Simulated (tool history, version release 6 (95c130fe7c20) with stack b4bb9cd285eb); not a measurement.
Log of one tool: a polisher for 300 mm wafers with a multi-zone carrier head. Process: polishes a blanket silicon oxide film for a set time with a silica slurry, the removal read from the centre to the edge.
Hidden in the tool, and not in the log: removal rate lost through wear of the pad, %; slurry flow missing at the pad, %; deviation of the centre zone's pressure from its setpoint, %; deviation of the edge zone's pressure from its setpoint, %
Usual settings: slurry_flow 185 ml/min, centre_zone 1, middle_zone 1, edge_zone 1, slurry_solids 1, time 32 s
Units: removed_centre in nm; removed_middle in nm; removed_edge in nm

run    hour  slurry_flow  centre_zone  middle_zone  edge_zone  slurry_solids  time  wafers since the last listed run  wafers polished on this pad  hours since the slurry nozzle was cleaned  hours since the centre zone pressure was calibrated  hours since the edge zone pressure was calibrated  hours since the carrier head's membrane was replaced  incoming thickness of the incoming film, nm  removed_centre  removed_middle  removed_edge
  1       0          185            1            1       1.12              1    32                                 0                         4361                                       28.2                                                593.6                                              781.6                                                 703.5                                         1875            57.2            55.4            59
       20.1  -- worn pad replaced by a new one
  2    44.2          185            1            1       0.89            1.2    32                               280                          167                                       72.4                                                637.8                                              825.8                                                 747.7                                       1861.8            70.3            65.9          61.9
  3   234.8          185         1.09            1       1.04              1    32                              1330                         1498                                        263                                                828.4                                             1016.4                                                 938.3                                       1873.5            68.3            59.6          60.2
  4   297.9          185            1            1          1              1    32                               440                         1939                                      326.1                                                891.5                                             1079.5                                                1001.4                                       1846.4            63.9            58.3          58.8
      363.1  -- carrier head's membrane replaced by a new one
  5   401.7          185            1            1          1              1    32                               689                         2629                                      429.9                                                995.3                                             1183.3                                                  38.6                                       1860.6            63.9            57.2          58.3
      404.4  -- edge zone pressure recalibrated
  6   481.4          220            1            1       1.09            0.8    32                               542                         3171                                      509.6                                                 1075                                                 77                                                 118.3                                       1900.5              52            49.6          50.2
  7   586.9          185            1            1          1              1    32                               736                         3908                                      615.1                                               1180.5                                              182.5                                                 223.8                                       1886.5            58.4            54.6          53.8
  8   632.6          185            1            1          1              1    32                               319                         4227                                      660.8                                               1226.2                                              228.2                                                 269.5                                       1853.1            59.5            54.2          53.3
      667.9  -- centre zone pressure recalibrated
  9   735.9          185            1            1          1            0.9    32                               707                         4935                                      764.1                                                   68                                              331.5                                                 372.8                                       1850.3            47.8            48.6          49.7
      743.4  -- slurry nozzle cleaned
      790.5  -- worn pad replaced by a new one
 10   820.9          185         0.97            1          1            0.9    32                               558                          212                                       77.5                                                  153                                              416.5                                                 457.8                                       1879.6            53.7              55          55.5
 11   858.7          185            1            1          1           1.15    32                               263                          476                                      115.3                                                190.8                                              454.3                                                 495.6                                       1854.6            65.8            65.1          64.3
 12   909.7          185            1            1          1              1    32                               356                          832                                      166.3                                                241.8                                              505.3                                                 546.6                                       1865.4            59.3            59.5          57.5
 13  1066.6          185         0.95         0.94          1              1    32                              1095                         1927                                      323.2                                                398.7                                              662.2                                                 703.5                                       1847.3            57.6            54.8          58.3
 14    1124          150            1            1          1              1    32                               400                         2328                                      380.6                                                456.1                                              719.6                                                 760.9                                       1880.5            57.6            55.7          55.5
 15  1231.6          185            1            1          1              1    32                               751                         3079                                      488.2                                                563.7                                              827.2                                                 868.5                                       1873.2            60.1            56.6          55.5
 16  1281.4          185            1         1.09          1              1    32                               347                         3427                                        538                                                613.5                                                877                                                 918.3                                       1884.8            60.2            60.6          55.6
 17  1384.5          230          0.9            1          1              1    32                               719                         4147                                      641.1                                                716.6                                              980.1                                                1021.4                                       1862.2            53.3            56.4          54.8
     1430.5  -- slurry nozzle cleaned
 18  1437.1          185            1         0.97          1            1.2    32                               360                         4507                                        6.6                                                769.2                                             1032.7                                                  1074                                       1862.5            65.3              60            58
     1468.4  -- carrier head's membrane replaced by a new one
 19  1534.1          185            1            1          1              1    32                               642                         5150                                      103.6                                                866.2                                             1129.7                                                  65.7                                       1845.3              56            52.3          52.5
 20    1638          130            1            1          1              1    28                               725                         5875                                      207.5                                                970.1                                             1233.6                                                 169.6                                       1855.7            43.1            39.9          40.1

Forecast each of these 5 alternatives for the next run:
  A  1638.4          185            1            1       0.92              1    32                                 2                         5878                                      207.9                                                970.5                                               1234                                                   170                                       1842.9               ?               ?             ?
  B  1638.4          185            1            1          1            1.1    40                                 2                         5878                                      207.9                                                970.5                                               1234                                                   170                                       1842.9               ?               ?             ?
  C  1638.4          185          1.1            1          1              1    36                                 2                         5878                                      207.9                                                970.5                                               1234                                                   170                                       1842.9               ?               ?             ?
  D  1638.4          185            1            1          1            0.8    32                                 2                         5878                                      207.9                                                970.5                                               1234                                                   170                                       1842.9               ?               ?             ?
  E  1638.4          185         0.97            1          1           1.15    39                                 2                         5878                                      207.9                                                970.5                                               1234                                                   170                                       1842.9               ?               ?             ?

run  removed_centre  removed_middle  removed_edge
  A            52.6            49.2            46
  B            69.9            65.4          63.6
  C            65.1            55.3          53.8
  D            43.8              41          39.8
  E            67.9            65.5          63.7
Without the tool's hidden state the same runs would have given:
run  removed_centre  removed_middle  removed_edge
  A            58.6              61            57
  B            77.9            81.2          78.9
  C            72.5            68.6          66.7
  D            48.8            50.8          49.4
  E            75.6            81.3            79

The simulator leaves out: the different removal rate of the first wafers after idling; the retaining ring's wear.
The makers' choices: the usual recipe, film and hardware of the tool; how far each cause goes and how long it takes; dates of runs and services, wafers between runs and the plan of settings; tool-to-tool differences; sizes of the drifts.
